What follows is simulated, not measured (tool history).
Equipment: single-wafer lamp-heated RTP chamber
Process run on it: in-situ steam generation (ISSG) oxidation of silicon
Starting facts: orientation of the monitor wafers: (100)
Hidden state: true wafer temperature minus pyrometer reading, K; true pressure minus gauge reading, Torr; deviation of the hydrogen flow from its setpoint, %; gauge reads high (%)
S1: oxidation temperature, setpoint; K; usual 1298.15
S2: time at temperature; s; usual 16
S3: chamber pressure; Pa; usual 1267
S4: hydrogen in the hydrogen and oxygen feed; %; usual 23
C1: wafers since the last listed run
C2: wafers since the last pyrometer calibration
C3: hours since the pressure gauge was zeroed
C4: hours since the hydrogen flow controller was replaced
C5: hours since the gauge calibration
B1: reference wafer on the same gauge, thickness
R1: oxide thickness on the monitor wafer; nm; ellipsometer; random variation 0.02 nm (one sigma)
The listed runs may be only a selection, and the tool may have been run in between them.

run	hour	S1	S2	S3	S4	C1	C2	C3	C4	C5	B1	R1
1	0.0	1298.15	18	1267	17	0	5168	668.0	5259.2	1246.4	3.915	4.822
2	68.9	1298.15	16	1267	17	788	5956	736.9	5328.1	1315.3	3.922	4.548
# hour 176.6: pyrometer window cleaned and pyrometer calibrated
3	177.1	1298.15	16	1267	17	1146	6	845.1	5436.3	1423.5	3.919	4.549
4	277.9	1298.15	16	1267	17	1153	1160	945.9	5537.1	1524.3	3.923	4.577
5	331.0	1298.15	16	1267	23	607	1767	999.0	5590.2	1577.4	3.916	4.874
6	407.4	1298.15	16	1267	20	874	2642	1075.4	5666.6	1653.8	3.925	4.754
7	480.8	1298.15	16	1267	20	840	3482	1148.8	5740.0	1727.2	3.919	4.698
8	547.2	1298.15	16	1267	20	760	4242	1215.2	5806.4	1793.6	3.920	4.730
9	627.1	1298.15	16	1267	23	914	5157	1295.1	5886.3	1873.5	3.921	4.856
10	674.9	1298.15	16	1267	23	547	5704	1342.9	5934.1	1921.3	3.919	4.895
# hour 742.0: pyrometer window cleaned and pyrometer calibrated
11	758.1	1298.15	16	1267	23	860	183	1426.1	6017.3	2004.5	3.919	4.885
12	837.3	1298.15	16	1267	23	906	1090	1505.3	6096.5	2083.7	3.919	4.918
# hour 878.3: pressure gauge zeroed
13	884.2	1298.15	16	1267	23	445	1535	5.9	6143.4	2130.6	3.918	4.889
14	945.4	1298.15	16	1267	23	700	2236	67.1	6204.6	2191.8	3.918	4.877
15	1023.6	1298.15	16	1267	23	895	3131	145.3	6282.8	2270.0	3.919	4.899

Run 16 is up next; what results do you expect?
16	1090.8	1298.15	11	1360	27	769	3900	212.5	6350.0	2337.2	?	?

B1: 3.916
R1: 4.214 nm
Had the tool carried no hidden state, the very same run would have given R1 4.214 nm.
